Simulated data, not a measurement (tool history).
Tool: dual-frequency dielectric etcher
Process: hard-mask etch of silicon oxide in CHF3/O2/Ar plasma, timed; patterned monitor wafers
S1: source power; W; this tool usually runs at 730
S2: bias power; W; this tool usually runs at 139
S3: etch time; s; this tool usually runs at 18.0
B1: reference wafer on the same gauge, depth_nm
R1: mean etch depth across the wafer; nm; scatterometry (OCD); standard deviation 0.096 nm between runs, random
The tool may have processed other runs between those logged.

{"run": 1, "hour": 0.0, "S1": 730, "S2": 139, "S3": 20.5, "B1": 29.04, "R1": 37.47}
{"run": 2, "hour": 17.7, "S1": 730, "S2": 139, "S3": 20.5, "B1": 29.03, "R1": 37.34}
{"run": 3, "hour": 46.6, "S1": 730, "S2": 139, "S3": 20.5, "B1": 28.98, "R1": 37.54}
{"run": 4, "hour": 78.4, "S1": 730, "S2": 139, "S3": 18.0, "B1": 28.98, "R1": 32.89}
{"run": 5, "hour": 97.0, "S1": 730, "S2": 139, "S3": 18.0, "B1": 28.99, "R1": 32.95}
{"run": 6, "hour": 117.5, "S1": 730, "S2": 139, "S3": 15.0, "B1": 29.03, "R1": 27.57}
{"run": 7, "hour": 148.9, "S1": 730, "S2": 139, "S3": 15.0, "B1": 29.0, "R1": 27.52}
{"run": 8, "hour": 181.5, "S1": 730, "S2": 139, "S3": 15.0, "B1": 29.02, "R1": 27.47}
{"run": 9, "hour": 212.0, "S1": 810, "S2": 139, "S3": 18.0, "B1": 29.03, "R1": 34.78}
{"run": 10, "hour": 237.4, "S1": 810, "S2": 139, "S3": 18.0, "B1": 29.0, "R1": 34.67}
{"hour": 248.2, "done": "gauge calibrated"}
{"run": 11, "hour": 265.0, "S1": 650, "S2": 139, "S3": 18.0, "B1": 29.0, "R1": 31.6}
{"run": 12, "hour": 278.7, "S1": 650, "S2": 139, "S3": 18.0, "B1": 29.0, "R1": 31.47}
{"hour": 287.2, "done": "bias power generator calibrated"}
{"run": 13, "hour": 297.4, "S1": 730, "S2": 104, "S3": 14.5, "B1": 29.0, "R1": 25.11}
{"run": 14, "hour": 312.6, "S1": 730, "S2": 156, "S3": 14.5, "B1": 29.0, "R1": 27.52}
{"hour": 362.3, "done": "source power generator calibrated"}
{"run": 15, "hour": 393.2, "S1": 730, "S2": 168, "S3": 18.0, "B1": 29.02, "R1": 34.97}
{"hour": 426.8, "done": "wet clean of the chamber"}
{"hour": 448.4, "done": "upper electrode replaced"}
{"run": 16, "hour": 448.9, "S1": 660, "S2": 169, "S3": 18.0, "B1": 28.99, "R1": 32.84}
{"run": 17, "hour": 449.2, "S1": 660, "S2": 171, "S3": 16.5, "B1": 29.01, "R1": 30.09}
{"run": 18, "hour": 452.3, "S1": 670, "S2": 163, "S3": 16.0, "B1": 28.97, "R1": 28.97}
{"run": 19, "hour": 471.8, "S1": 590, "S2": 139, "S3": 23.5, "B1": 29.02, "R1": 38.65}
{"run": 20, "hour": 511.8, "S1": 730, "S2": 139, "S3": 18.0, "B1": 29.0, "R1": 32.52}
{"run": 21, "hour": 545.8, "S1": 730, "S2": 139, "S3": 18.0, "B1": 28.98, "R1": 32.62}
{"run": 22, "hour": 561.1, "S1": 570, "S2": 104, "S3": 15.5, "B1": 29.05, "R1": 23.66}
{"run": 23, "hour": 583.7, "S1": 730, "S2": 121, "S3": 15.5, "B1": 29.02, "R1": 27.36}
{"run": 24, "hour": 601.9, "S1": 730, "S2": 139, "S3": 18.0, "B1": 29.02, "R1": 32.64}

Below are 5 alternative next runs, each starting from the tool's condition after run 24. Predict each:
{"run": "A", "hour": 602.3, "S1": 730, "S2": 139, "S3": 14.0, "B1": "?", "R1": "?"}
{"run": "B", "hour": 602.3, "S1": 560, "S2": 155, "S3": 19.5, "B1": "?", "R1": "?"}
{"run": "C", "hour": 602.3, "S1": 730, "S2": 165, "S3": 18.0, "B1": "?", "R1": "?"}
{"run": "D", "hour": 602.3, "S1": 570, "S2": 139, "S3": 18.0, "B1": "?", "R1": "?"}
{"run": "E", "hour": 602.3, "S1": 730, "S2": 162, "S3": 18.0, "B1": "?", "R1": "?"}

run=A B1=29.01 R1=25.51
run=B B1=29.01 R1=32.44
run=C B1=29.01 R1=34.20
run=D B1=29.01 R1=29.38
run=E B1=29.01 R1=34.04
The same runs, with their run-to-run variation unchanged, on a tool lacking any hidden condition would have given:
run=A R1=25.33
run=B R1=32.21
run=C R1=33.96
run=D R1=29.17
run=E R1=33.80
